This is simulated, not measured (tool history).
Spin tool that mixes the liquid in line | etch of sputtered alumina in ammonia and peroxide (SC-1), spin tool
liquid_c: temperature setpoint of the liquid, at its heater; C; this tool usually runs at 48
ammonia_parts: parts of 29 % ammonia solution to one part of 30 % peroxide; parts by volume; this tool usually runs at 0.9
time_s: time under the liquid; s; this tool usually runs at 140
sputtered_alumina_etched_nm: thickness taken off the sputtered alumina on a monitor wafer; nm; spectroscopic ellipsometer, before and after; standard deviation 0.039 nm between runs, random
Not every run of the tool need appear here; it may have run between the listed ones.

run,hour,liquid_c,ammonia_parts,time_s,"read-back film thickness of the sputtered alumina reference wafer, read on the same gauge (nm)",sputtered_alumina_etched_nm
1,0,48,0.9,140,140.02,6.3
2,47.2,48,0.9,140,139.99,6.34
3,134.6,48,0.9,140,140.02,6.31
4,174.1,48,0.9,140,140,6.26
5,212.7,48,1.1,140,140,6.4
# hour 393.1: heated supply line repaired
6,509.1,48,0.9,140,140.02,6.51
# hour 593.3: new drum of ammonia solution connected
7,612.1,41,0.55,140,140.01,4.18
8,651.1,53,0.9,140,139.99,8.57
9,722.1,48,0.9,140,139.99,6.6
10,768.9,44.5,0.9,220,140.02,8.59
# hour 809.1: ammonia flow meter replaced
11,839.6,57,1.2,140,139.98,10.91
12,900.2,39.5,0.9,180,139.99,5.21
13,993.5,48,0.45,140,140,6.17
14,1050.4,51,0.6,215,140,11.5
# hour 1054.7: thermometer replaced
# hour 1083.5: gauge calibrated
15,1132.6,48,0.9,60,140,2.69
# hour 1145.7: new drum of ammonia solution connected
16,1182.1,48,0.9,190,140,8.4
17,1275.2,48,0.9,140,140.02,6.15
18,1339,55.5,0.9,110,140.01,7.47
19,1396.1,41.5,1.15,180,140.03,5.73
20,1438.5,41.5,1.15,180,139.98,5.71
21,1523.4,53.5,1.2,205,140,12.76
22,1604.3,48,0.9,190,139.99,8.52
# hour 1647.8: new drum of ammonia solution connected
23,1710.1,56.5,0.75,170,139.99,11.84
24,1778,48,0.9,140,140.01,6.26

The next listed run, before its measurement:
25,1850,38.5,0.9,180,?,?

read-back film thickness of the sputtered alumina reference wafer, read on the same gauge (nm): 140.01
sputtered_alumina_etched_nm: 4.7 nm
The same run, on a tool lacking any hidden state, would have yielded sputtered_alumina_etched_nm 4.68 nm.
